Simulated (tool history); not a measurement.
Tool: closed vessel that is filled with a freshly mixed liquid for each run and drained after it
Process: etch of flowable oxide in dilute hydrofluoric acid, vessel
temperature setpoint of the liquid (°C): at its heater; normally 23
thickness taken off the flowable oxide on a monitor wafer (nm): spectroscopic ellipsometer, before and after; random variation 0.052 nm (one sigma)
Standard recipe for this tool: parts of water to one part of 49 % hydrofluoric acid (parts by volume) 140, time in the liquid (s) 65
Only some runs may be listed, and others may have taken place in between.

run   hour  temperature setpoint of the liquid (°C)  parts of water to one part of 49 % hydrofluoric acid (parts by volume)  time in the liquid (s)  read-back film thickness of the flowable oxide reference wafer, read on the same gauge (nm)  thickness taken off the flowable oxide on a monitor wafer (nm)
  1      0                                       23                                                                     140                      80                                                                                        89.97                                                           19.83
  2      8                                       23                                                                     140                      80                                                                                        90.01                                                           19.92
  3     38                                       23                                                                     140                      65                                                                                           90                                                           16.04
  4   55.3                                       23                                                                      95                      80                                                                                        90.02                                                           30.44
  5   66.2                                       23                                                                      95                      80                                                                                        90.01                                                           30.53
  6   81.6                                       23                                                                      95                      80                                                                                        90.01                                                           30.66
      96.5  -- hydrofluoric acid flow meter replaced
  7   98.4                                       23                                                                     175                      65                                                                                           90                                                           10.73
  8  113.2                                       23                                                                     175                      65                                                                                        89.99                                                           10.72
  9    121                                       23                                                                     175                      65                                                                                        90.04                                                           10.72
     126.8  -- gauge calibrated
 10  134.5                                     26.5                                                                     140                      65                                                                                        90.03                                                           15.97
 11  152.4                                     25.5                                                                     120                      35                                                                                        90.02                                                            9.89
 12  162.5                                       23                                                                     140                      65                                                                                        90.02                                                           13.81
     171.6  -- thermometer replaced
 13  172.1                                       23                                                                     140                      65                                                                                        90.02                                                           15.47
 14  179.7                                     26.5                                                                     140                      55                                                                                        90.04                                                           14.92
 15  191.6                                       19                                                                     140                     100                                                                                        90.05                                                           20.21
 16  200.9                                       20                                                                     140                      65                                                                                        89.98                                                           13.85
 17  215.2                                       19                                                                     140                      65                                                                                        90.04                                                           13.12
 18  226.2                                       21                                                                      85                      30                                                                                        90.03                                                           11.56
 19  236.5                                       23                                                                     100                      65                                                                                        89.97                                                           22.52
 20  243.5                                     18.5                                                                     160                      65                                                                                        90.02                                                           11.03

Branching from run 20: 5 alternative next runs. What would each branch give?
  A  244.2                                     20.5                                                                     140                      65                                                                                            ?                                                               ?
  B  244.2                                     21.5                                                                     195                      65                                                                                            ?                                                               ?
  C  244.2                                       23                                                                      70                      65                                                                                            ?                                                               ?
  D  244.2                                     18.5                                                                     140                      65                                                                                            ?                                                               ?
  E  244.2                                       23                                                                     140                      90                                                                                            ?                                                               ?

run  read-back film thickness of the flowable oxide reference wafer, read on the same gauge (nm)  thickness taken off the flowable oxide on a monitor wafer (nm)
  A                                                                                        89.99                                                           14.09
  B                                                                                        89.99                                                            9.95
  C                                                                                        89.99                                                           33.76
  D                                                                                        89.99                                                              13
  E                                                                                        89.99                                                           21.54
With no hidden state in the tool, these same runs would have given:
run  thickness taken off the flowable oxide on a monitor wafer (nm)
  A                                                           14.11
  B                                                            9.95
  C                                                           33.86
  D                                                           13.02
  E                                                           21.56
